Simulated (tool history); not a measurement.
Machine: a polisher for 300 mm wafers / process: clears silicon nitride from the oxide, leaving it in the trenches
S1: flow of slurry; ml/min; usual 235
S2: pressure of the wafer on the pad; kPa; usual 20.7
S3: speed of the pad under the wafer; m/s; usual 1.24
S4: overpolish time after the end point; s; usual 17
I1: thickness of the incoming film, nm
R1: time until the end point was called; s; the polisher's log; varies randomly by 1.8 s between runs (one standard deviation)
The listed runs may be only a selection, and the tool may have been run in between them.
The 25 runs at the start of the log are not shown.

| run | hour | S1 | S2 | S3 | S4 | I1 | R1 |
|---|---|---|---|---|---|---|---|
| 26 | 1094.2 | 260 | 20.7 | 0.82 | 22 | 165.5 | 183.6 |
| 27 | 1135.5 | 235 | 20.7 | 1.04 | 7 | 165.3 | 164.6 |
| 28 | 1162.2 | 235 | 18.6 | 1.24 | 17 | 164.7 | 162.8 |
| 29 | 1189.2 | 215 | 20.7 | 0.98 | 17 | 163.5 | 175.5 |
| 30 | 1254.7 | 235 | 20.7 | 1.24 | 17 | 164.0 | 149.4 |
| 31 | 1285.8 | 235 | 20.7 | 1.24 | 17 | 163.3 | 149.8 |
| 32 | 1334.1 | 165 | 17.2 | 1.36 | 9 | 166.9 | 188.0 |
|  | 1350.1 | slurry nozzle cleaned |
| 33 | 1400.3 | 235 | 20.7 | 1.24 | 17 | 165.6 | 156.4 |
|  | 1420.4 | worn pad replaced by a new one |
| 34 | 1434.5 | 235 | 22.8 | 1.24 | 26 | 165.7 | 129.2 |
| 35 | 1493.5 | 235 | 20.7 | 1.24 | 17 | 167.3 | 147.3 |
| 36 | 1526.6 | 235 | 20.7 | 1.24 | 17 | 165.1 | 144.3 |
| 37 | 1596.4 | 300 | 26.9 | 1.08 | 9 | 168.2 | 121.9 |

What if the next run were any one of these 4? Each begins from the tool's condition after run 37:
| A | 1596.9 | 235 | 20.7 | 1.24 | 17 | 165.7 | ? |
| B | 1596.9 | 265 | 20.7 | 1.24 | 17 | 165.7 | ? |
| C | 1596.9 | 305 | 20.7 | 1.56 | 17 | 165.7 | ? |
| D | 1596.9 | 205 | 24.1 | 0.86 | 12 | 165.7 | ? |

| run | R1 |
|---|---|
| A | 152.7 |
| B | 150.6 |
| C | 128.5 |
| D | 163.4 |
With the hidden condition removed and each run's random variation left untouched, the same runs would have given:
| run | R1 |
|---|---|
| A | 157.1 |
| B | 154.9 |
| C | 132.2 |
| D | 168.0 |
